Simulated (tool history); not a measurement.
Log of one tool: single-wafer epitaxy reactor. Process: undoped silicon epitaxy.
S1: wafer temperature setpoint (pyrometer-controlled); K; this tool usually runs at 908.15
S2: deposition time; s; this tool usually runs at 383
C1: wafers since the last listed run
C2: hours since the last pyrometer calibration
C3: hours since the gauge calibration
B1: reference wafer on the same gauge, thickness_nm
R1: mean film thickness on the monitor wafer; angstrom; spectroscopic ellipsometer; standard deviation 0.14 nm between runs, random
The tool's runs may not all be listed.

Run 1, day 0.000: usual settings; C1 0; C2 618.0; C3 724.8; B1 46.606. Result: R1 490.06 angstrom.
Run 2, day 2.546: usual settings; C1 377; C2 679.1; C3 785.9; B1 46.612. Result: R1 494.31 angstrom.
Run 3, day 6.996: usual settings; C1 659; C2 785.9; C3 892.7; B1 46.610. Result: R1 493.36 angstrom.
Run 4, day 11.475: usual settings; C1 663; C2 893.4; C3 1000.2; B1 46.601. Result: R1 492.81 angstrom.
Run 5, day 14.571: usual settings but S1 903.15 K, S2 415 s; C1 458; C2 967.7; C3 1074.5; B1 46.592. Result: R1 480.89 angstrom.
Run 6, day 17.212: usual settings but S1 903.15 K, S2 415 s; C1 391; C2 1031.1; C3 1137.9; B1 46.618. Result: R1 481.94 angstrom.
Run 7, day 21.375: usual settings but S1 903.15 K, S2 415 s; C1 616; C2 1131.0; C3 1237.8; B1 46.592. Result: R1 481.09 angstrom.
Run 8, day 24.567: usual settings; C1 472; C2 1207.6; C3 1314.4; B1 46.627. Result: R1 494.98 angstrom.
Run 9, day 28.175: usual settings; C1 534; C2 1294.2; C3 1401.0; B1 46.606. Result: R1 493.67 angstrom.
Run 10, day 30.946: usual settings; C1 410; C2 1360.7; C3 1467.5; B1 46.565. Result: R1 494.74 angstrom.
Run 11, day 34.250: usual settings; C1 489; C2 1440.0; C3 1546.8; B1 46.527. Result: R1 493.11 angstrom.
Run 12, day 37.004: usual settings but S1 899.15 K; C1 407; C2 1506.1; C3 1612.9; B1 46.594. Result: R1 408.63 angstrom.
Run 13, day 39.942: usual settings but S1 899.15 K; C1 435; C2 1576.6; C3 1683.4; B1 46.537. Result: R1 409.89 angstrom.
Run 14, day 42.358: usual settings but S1 899.15 K; C1 357; C2 1634.6; C3 1741.4; B1 46.634. Result: R1 409.67 angstrom.
Run 15, day 46.504: usual settings but S2 328 s; C1 613; C2 1734.1; C3 1840.9; B1 46.590. Result: R1 424.02 angstrom.
Run 16, day 48.633: usual settings but S2 328 s; C1 315; C2 1785.2; C3 1892.0; B1 46.599. Result: R1 424.37 angstrom.
Run 17, day 51.804: usual settings but S2 328 s; C1 469; C2 1861.3; C3 1968.1; B1 46.593. Result: R1 425.10 angstrom.
Run 18, day 54.396: usual settings; C1 383; C2 1923.5; C3 2030.3; B1 46.629. Result: R1 495.31 angstrom.
Run 19, day 55.992: usual settings; C1 236; C2 1961.8; C3 2068.6; B1 46.570. Result: R1 498.78 angstrom.
Run 20, day 60.346: usual settings; C1 644; C2 2066.3; C3 2173.1; B1 46.592. Result: R1 497.45 angstrom.
Run 21, day 63.096: usual settings but S2 334 s; C1 407; C2 2132.3; C3 2239.1; B1 46.597. Result: R1 436.57 angstrom.
Run 22, day 64.750: usual settings but S1 904.15 K, S2 363 s; C1 244; C2 2172.0; C3 2278.8; B1 46.631. Result: R1 434.55 angstrom.
Run 23, day 66.788: usual settings but S1 901.15 K; C1 301; C2 2220.9; C3 2327.7; B1 46.582. Result: R1 431.13 angstrom.
At day 68.925: pyrometer calibrated.
Run 24, day 68.946: usual settings but S1 921.15 K, S2 420 s; C1 270; C2 0.5; C3 2379.5; B1 46.599. Result: R1 703.63 angstrom.
Run 25, day 70.733: usual settings but S1 895.15 K, S2 446 s; C1 264; C2 43.4; C3 2422.4; B1 46.581. Result: R1 435.73 angstrom.
Run 26, day 74.042: usual settings but S1 921.15 K, S2 438 s; C1 489; C2 122.8; C3 2501.8; B1 46.617. Result: R1 733.22 angstrom.
Run 27, day 76.150: usual settings but S1 902.15 K, S2 319 s; C1 312; C2 173.4; C3 2552.4; B1 46.649. Result: R1 361.50 angstrom.
Run 28, day 77.717: usual settings but S1 917.15 K, S2 342 s; C1 232; C2 211.0; C3 2590.0; B1 46.662. Result: R1 525.86 angstrom.
Run 29, day 79.958: usual settings; C1 331; C2 264.8; C3 2643.8; B1 46.609. Result: R1 491.12 angstrom.
Run 30, day 81.579: usual settings but S1 916.15 K, S2 456 s; C1 240; C2 303.7; C3 2682.7; B1 46.594. Result: R1 688.50 angstrom.
Run 31, day 85.842: usual settings but S2 412 s; C1 631; C2 406.0; C3 2785.0; B1 46.657. Result: R1 529.29 angstrom.
At day 88.104: gauge calibrated.
Run 32, day 88.838: usual settings but S1 913.15 K, S2 422 s; C1 443; C2 477.9; C3 17.6; B1 46.659. Result: R1 602.55 angstrom.
Run 33, day 92.729: usual settings but S1 899.15 K; C1 576; C2 571.3; C3 111.0; B1 46.658. Result: R1 408.36 angstrom.
Run 34, day 95.092: usual settings but S1 922.15 K, S2 316 s; C1 349; C2 628.0; C3 167.7; B1 46.595. Result: R1 536.43 angstrom.
Run 35, day 98.717: usual settings; C1 536; C2 715.0; C3 254.7; B1 46.535. Result: R1 491.51 angstrom.
Run 36, day 102.975: usual settings but S1 923.15 K, S2 431 s; C1 630; C2 817.2; C3 356.9; B1 46.596. Result: R1 749.83 angstrom.
Run 37, day 115.412: usual settings; C1 1841; C2 1115.7; C3 655.4; B1 46.600. Result: R1 495.38 angstrom.
Run 38, day 119.612: usual settings but S1 920.15 K, S2 314 s; C1 622; C2 1216.5; C3 756.2; B1 46.615. Result: R1 516.32 angstrom.
Run 39, day 121.983: usual settings; C1 351; C2 1273.4; C3 813.1; B1 46.602. Result: R1 492.86 angstrom.
Run 40, day 124.533: usual settings but S1 901.15 K, S2 312 s; C1 377; C2 1334.6; C3 874.3; B1 46.586. Result: R1 348.45 angstrom.
Run 41, day 137.642: usual settings but S1 916.15 K; C1 1941; C2 1649.2; C3 1188.9; B1 46.612. Result: R1 581.63 angstrom.
Run 42, day 141.812: usual settings but S1 897.15 K; C1 617; C2 1749.3; C3 1289.0; B1 46.649. Result: R1 394.39 angstrom.

How would selected steps in R1 from run to run divide? Give the signed amount a tool lacking its hidden state would still show from settings, what came in and random variation, and the signed amount left for the hidden state, including any gauge scatter that is not in both of the compared results.
Hidden conditions of the tool in this case: wafer temperature above the value expected at the setpoint (K); gauge reads high (%).
Run 17 -> 18: S2 328 -> 383. R1 +70.21 angstrom: hidden state +1.05, all else +69.16.
Run 23 -> 24: S1 901.15 -> 921.15, S2 383 -> 420, pyrometer calibrated. R1 +272.50 angstrom: hidden state -6.28, all else +278.78.
Run 25 -> 26: S1 895.15 -> 921.15, S2 446 -> 438. R1 +297.49 angstrom: hidden state +0.03, all else +297.46.
Run 26 -> 27: S1 921.15 -> 902.15, S2 438 -> 319. R1 -371.72 angstrom: hidden state +0.00, all else -371.72.
Run 40 -> 41: S1 901.15 -> 916.15, S2 312 -> 383. R1 +233.18 angstrom: hidden state +2.64, all else +230.54.
